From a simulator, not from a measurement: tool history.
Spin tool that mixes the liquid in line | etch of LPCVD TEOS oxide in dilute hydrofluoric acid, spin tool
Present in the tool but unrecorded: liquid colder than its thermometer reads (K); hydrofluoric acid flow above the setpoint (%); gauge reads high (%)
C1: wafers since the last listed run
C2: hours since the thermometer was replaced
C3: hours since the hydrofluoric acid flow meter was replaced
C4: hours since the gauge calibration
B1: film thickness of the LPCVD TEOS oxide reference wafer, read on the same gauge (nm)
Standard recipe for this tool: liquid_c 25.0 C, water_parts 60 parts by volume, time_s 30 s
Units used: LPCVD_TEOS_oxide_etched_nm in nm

Run 1, hour 0.0: usual settings but time_s 15 s; C1 0; C2 1010.0; C3 1694.5; C4 2174.7; B1 109.98. Result: LPCVD_TEOS_oxide_etched_nm 14.13 nm.
Run 2, hour 106.8: usual settings; C1 1659; C2 1116.8; C3 1801.3; C4 2281.5; B1 109.99. Result: LPCVD_TEOS_oxide_etched_nm 28.45 nm.
Run 3, hour 167.4: usual settings; C1 941; C2 1177.4; C3 1861.9; C4 2342.1; B1 110.01. Result: LPCVD_TEOS_oxide_etched_nm 28.20 nm.
Run 4, hour 243.3: usual settings; C1 1179; C2 1253.3; C3 1937.8; C4 2418.0; B1 110.00. Result: LPCVD_TEOS_oxide_etched_nm 28.53 nm.
At hour 317.5: hydrofluoric acid flow meter replaced.
Run 5, hour 324.6: usual settings; C1 1248; C2 1334.6; C3 7.1; C4 2499.3; B1 110.00. Result: LPCVD_TEOS_oxide_etched_nm 26.66 nm.
Run 6, hour 369.5: usual settings; C1 697; C2 1379.5; C3 52.0; C4 2544.2; B1 109.98. Result: LPCVD_TEOS_oxide_etched_nm 26.40 nm.
Run 7, hour 413.5: usual settings; C1 683; C2 1423.5; C3 96.0; C4 2588.2; B1 109.97. Result: LPCVD_TEOS_oxide_etched_nm 26.66 nm.
Run 8, hour 464.2: usual settings; C1 787; C2 1474.2; C3 146.7; C4 2638.9; B1 109.99. Result: LPCVD_TEOS_oxide_etched_nm 26.27 nm.
At hour 551.4: thermometer replaced.
Run 9, hour 571.6: usual settings; C1 1653; C2 20.2; C3 254.1; C4 2746.3; B1 109.98. Result: LPCVD_TEOS_oxide_etched_nm 26.79 nm.
Run 10, hour 652.5: usual settings but liquid_c 28.5 C; C1 1257; C2 101.1; C3 335.0; C4 2827.2; B1 110.00. Result: LPCVD_TEOS_oxide_etched_nm 31.23 nm.
Run 11, hour 736.0: usual settings but liquid_c 28.5 C; C1 1297; C2 184.6; C3 418.5; C4 2910.7; B1 110.00. Result: LPCVD_TEOS_oxide_etched_nm 30.99 nm.
Run 12, hour 931.3: usual settings; C1 3035; C2 379.9; C3 613.8; C4 3106.0; B1 109.98. Result: LPCVD_TEOS_oxide_etched_nm 26.98 nm.
Run 13, hour 1025.8: usual settings but liquid_c 28.0 C, water_parts 75 parts by volume, time_s 45 s; C1 1468; C2 474.4; C3 708.3; C4 3200.5; B1 110.02. Result: LPCVD_TEOS_oxide_etched_nm 36.62 nm.
Run 14, hour 1117.4: usual settings but liquid_c 23.0 C, time_s 40 s; C1 1423; C2 566.0; C3 799.9; C4 3292.1; B1 109.99. Result: LPCVD_TEOS_oxide_etched_nm 34.08 nm.
Run 15, hour 1208.1: usual settings; C1 1409; C2 656.7; C3 890.6; C4 3382.8; B1 110.02. Result: LPCVD_TEOS_oxide_etched_nm 27.39 nm.
Run 16, hour 1294.9: usual settings but liquid_c 20.5 C, water_parts 30 parts by volume, time_s 40 s; C1 1349; C2 743.5; C3 977.4; C4 3469.6; B1 109.99. Result: LPCVD_TEOS_oxide_etched_nm 63.14 nm.
At hour 1328.5: gauge calibrated.
Run 17, hour 1351.1: usual settings but liquid_c 28.5 C, water_parts 45 parts by volume, time_s 40 s; C1 873; C2 799.7; C3 1033.6; C4 22.6; B1 110.03. Result: LPCVD_TEOS_oxide_etched_nm 59.01 nm.
Run 18, hour 1443.6: usual settings but liquid_c 23.0 C, water_parts 40 parts by volume, time_s 15 s; C1 1437; C2 892.2; C3 1126.1; C4 115.1; B1 110.00. Result: LPCVD_TEOS_oxide_etched_nm 19.73 nm.
Run 19, hour 1529.1: usual settings but liquid_c 27.5 C, time_s 35 s; C1 1328; C2 977.7; C3 1211.6; C4 200.6; B1 110.03. Result: LPCVD_TEOS_oxide_etched_nm 35.89 nm.
Run 20, hour 1603.5: usual settings but liquid_c 27.5 C, water_parts 35 parts by volume; C1 1156; C2 1052.1; C3 1286.0; C4 275.0; B1 110.02. Result: LPCVD_TEOS_oxide_etched_nm 53.98 nm.
Run 21, hour 1676.2: usual settings; C1 1129; C2 1124.8; C3 1358.7; C4 347.7; B1 110.02. Result: LPCVD_TEOS_oxide_etched_nm 28.41 nm.
Run 22, hour 1779.1: usual settings; C1 1599; C2 1227.7; C3 1461.6; C4 450.6; B1 110.01. Result: LPCVD_TEOS_oxide_etched_nm 28.02 nm.
Run 23, hour 1829.4: usual settings; C1 781; C2 1278.0; C3 1511.9; C4 500.9; B1 109.99. Result: LPCVD_TEOS_oxide_etched_nm 28.01 nm.
Run 24, hour 1912.3: usual settings but liquid_c 23.5 C, water_parts 80 parts by volume, time_s 20 s; C1 1288; C2 1360.9; C3 1594.8; C4 583.8; B1 109.99. Result: LPCVD_TEOS_oxide_etched_nm 12.94 nm.
At hour 1927.5: hydrofluoric acid flow meter replaced.
Run 25, hour 1965.2: usual settings but water_parts 70 parts by volume, time_s 50 s; C1 806; C2 1413.8; C3 37.7; C4 636.7; B1 109.98. Result: LPCVD_TEOS_oxide_etched_nm 36.73 nm.
At hour 1997.2: thermometer replaced.
Run 26, hour 2011.0: usual settings but water_parts 45 parts by volume, time_s 45 s; C1 696; C2 13.8; C3 83.5; C4 682.5; B1 110.00. Result: LPCVD_TEOS_oxide_etched_nm 53.44 nm.
Run 27, hour 2062.6: usual settings but time_s 50 s; C1 801; C2 65.4; C3 135.1; C4 734.1; B1 110.01. Result: LPCVD_TEOS_oxide_etched_nm 43.25 nm.
Run 28, hour 2144.4: usual settings but liquid_c 28.0 C, water_parts 40 parts by volume, time_s 40 s; C1 1271; C2 147.2; C3 216.9; C4 815.9; B1 110.02. Result: LPCVD_TEOS_oxide_etched_nm 61.38 nm.
Run 29, hour 2245.4: usual settings but liquid_c 23.5 C, water_parts 70 parts by volume, time_s 25 s; C1 1569; C2 248.2; C3 317.9; C4 916.9; B1 110.00. Result: LPCVD_TEOS_oxide_etched_nm 18.02 nm.
Run 30, hour 2332.5: usual settings; C1 1353; C2 335.3; C3 405.0; C4 1004.0; B1 110.00. Result: LPCVD_TEOS_oxide_etched_nm 26.69 nm.
Run 31, hour 2404.5: usual settings but liquid_c 27.0 C, water_parts 90 parts by volume, time_s 20 s; C1 1119; C2 407.3; C3 477.0; C4 1076.0; B1 109.99. Result: LPCVD_TEOS_oxide_etched_nm 12.12 nm.
Run 32, hour 2459.9: usual settings but liquid_c 29.0 C; C1 861; C2 462.7; C3 532.4; C4 1131.4; B1 109.98. Result: LPCVD_TEOS_oxide_etched_nm 32.02 nm.
Run 33, hour 2511.0: usual settings; C1 794; C2 513.8; C3 583.5; C4 1182.5; B1 110.03. Result: LPCVD_TEOS_oxide_etched_nm 26.35 nm.
Run 34, hour 2554.6: usual settings but liquid_c 22.0 C; C1 677; C2 557.4; C3 627.1; C4 1226.1; B1 110.01. Result: LPCVD_TEOS_oxide_etched_nm 23.45 nm.

State the hidden condition of the tool at each of the runs:
liquid colder than its thermometer reads (K): 0 on each run
gauge reads high (%): 0 on each run
H1: hydrofluoric acid flow above the setpoint (%)
run    H1
  1  7.94
  2  8.43
  3  8.71
  4  9.06
  5  2.22
  6  2.42
  7  2.63
  8  2.86
  9  3.35
 10  3.73
 11  4.11
 12  5.01
 13  5.45
 14  5.87
 15  6.29
 16  6.69
 17  6.95
 18  7.38
 19  7.77
 20  8.11
 21  8.45
 22  8.92
 23  9.16
 24  9.54
 25   1.4
 26  1.61
 27  1.85
 28  2.23
 29  2.69
 30  3.09
 31  3.43
 32  3.68
 33  3.92
 34  4.12

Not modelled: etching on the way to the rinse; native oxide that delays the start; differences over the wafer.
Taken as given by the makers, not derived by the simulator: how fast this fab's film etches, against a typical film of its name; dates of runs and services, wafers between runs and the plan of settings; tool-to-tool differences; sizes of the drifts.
